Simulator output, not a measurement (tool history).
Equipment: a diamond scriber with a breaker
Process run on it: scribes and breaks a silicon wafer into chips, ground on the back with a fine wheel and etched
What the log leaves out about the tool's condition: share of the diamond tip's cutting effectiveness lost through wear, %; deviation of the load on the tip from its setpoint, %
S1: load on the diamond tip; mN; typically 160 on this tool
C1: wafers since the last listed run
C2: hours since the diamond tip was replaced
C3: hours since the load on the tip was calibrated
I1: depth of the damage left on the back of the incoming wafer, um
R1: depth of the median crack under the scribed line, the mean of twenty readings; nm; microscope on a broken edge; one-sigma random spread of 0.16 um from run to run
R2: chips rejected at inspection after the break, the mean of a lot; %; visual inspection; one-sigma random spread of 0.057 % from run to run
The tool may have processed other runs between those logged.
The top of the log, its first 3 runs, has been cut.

| run | hour | S1 | C1 | C2 | C3 | I1 | R1 | R2 |
|---|---|---|---|---|---|---|---|---|
| 4 | 221.9 | 183 | 113 | 229.4 | 1113.3 | 0.69 | 9250 | 2.88 |
| 5 | 307.1 | 183 | 157 | 314.6 | 1198.5 | 0.55 | 9040 | 2.55 |
|  | 323.5 | load on the tip recalibrated |
| 6 | 363.5 | 160 | 100 | 371.0 | 40.0 | 0.47 | 8580 | 2.31 |
| 7 | 421.3 | 160 | 107 | 428.8 | 97.8 | 0.52 | 8110 | 2.53 |
| 8 | 493.9 | 160 | 134 | 501.4 | 170.4 | 0.32 | 7950 | 2.82 |
| 9 | 545.0 | 160 | 94 | 552.5 | 221.5 | 0.54 | 8030 | 3.31 |
|  | 623.6 | diamond tip replaced by a new one |
| 10 | 640.3 | 160 | 172 | 16.7 | 316.8 | 0.44 | 8480 | 1.42 |
| 11 | 691.3 | 160 | 94 | 67.7 | 367.8 | 0.46 | 8370 | 1.51 |
| 12 | 731.4 | 143 | 74 | 107.8 | 407.9 | 0.37 | 7680 | 6.57 |
| 13 | 825.5 | 143 | 174 | 201.9 | 502.0 | 0.41 | 7650 | 7.44 |
| 14 | 926.3 | 125 | 186 | 302.7 | 602.8 | 0.41 | 6750 | 23.76 |
| 15 | 1025.7 | 198 | 184 | 402.1 | 702.2 | 0.63 | 9510 | 4.24 |
| 16 | 1083.6 | 198 | 107 | 460.0 | 760.1 | 0.52 | 9320 | 3.76 |
| 17 | 1133.1 | 198 | 91 | 509.5 | 809.6 | 0.45 | 9330 | 3.21 |
| 18 | 1233.6 | 160 | 186 | 610.0 | 910.1 | 0.78 | 7880 | 4.79 |
| 19 | 1299.8 | 181 | 122 | 676.2 | 976.3 | 0.46 | 8690 | 1.27 |
|  | 1336.1 | diamond tip replaced by a new one, of another model than before |
| 20 | 1363.0 | 115 | 113 | 26.9 | 1039.5 | 0.64 | 6050 | 44.48 |
| 21 | 1418.9 | 203 | 103 | 82.8 | 1095.4 | 0.69 | 11060 | 17.53 |
| 22 | 1510.7 | 121 | 169 | 174.6 | 1187.2 | 0.56 | 6270 | 37.67 |
| 23 | 1551.0 | 138 | 74 | 214.9 | 1227.5 | 0.30 | 7240 | 13.50 |
| 24 | 1639.3 | 160 | 163 | 303.2 | 1315.8 | 0.74 | 8530 | 1.76 |
|  | 1648.8 | load on the tip recalibrated |
| 25 | 1928.8 | 160 | 532 | 592.7 | 280.0 | 0.67 | 7950 | 3.28 |
| 26 | 2010.3 | 160 | 150 | 674.2 | 361.5 | 0.68 | 7910 | 4.17 |
|  | 2053.9 | diamond tip replaced by a new one |
| 27 | 2059.1 | 194 | 86 | 5.2 | 410.3 | 0.71 | 10220 | 13.60 |
| 28 | 2100.0 | 190 | 75 | 46.1 | 451.2 | 0.33 | 10450 | 10.66 |

Run 29 has not been measured yet. What should we expect?
| 29 | 2202.9 | 172 | 190 | 149.0 | 554.1 | 0.61 | ? | ? |

{"run 29": {"R1": 9290, "R2": 1.93}}
Were there no unlogged condition in the tool, this run, its random variation unchanged, would have produced R1 9520 nm, R2 2.96 %.
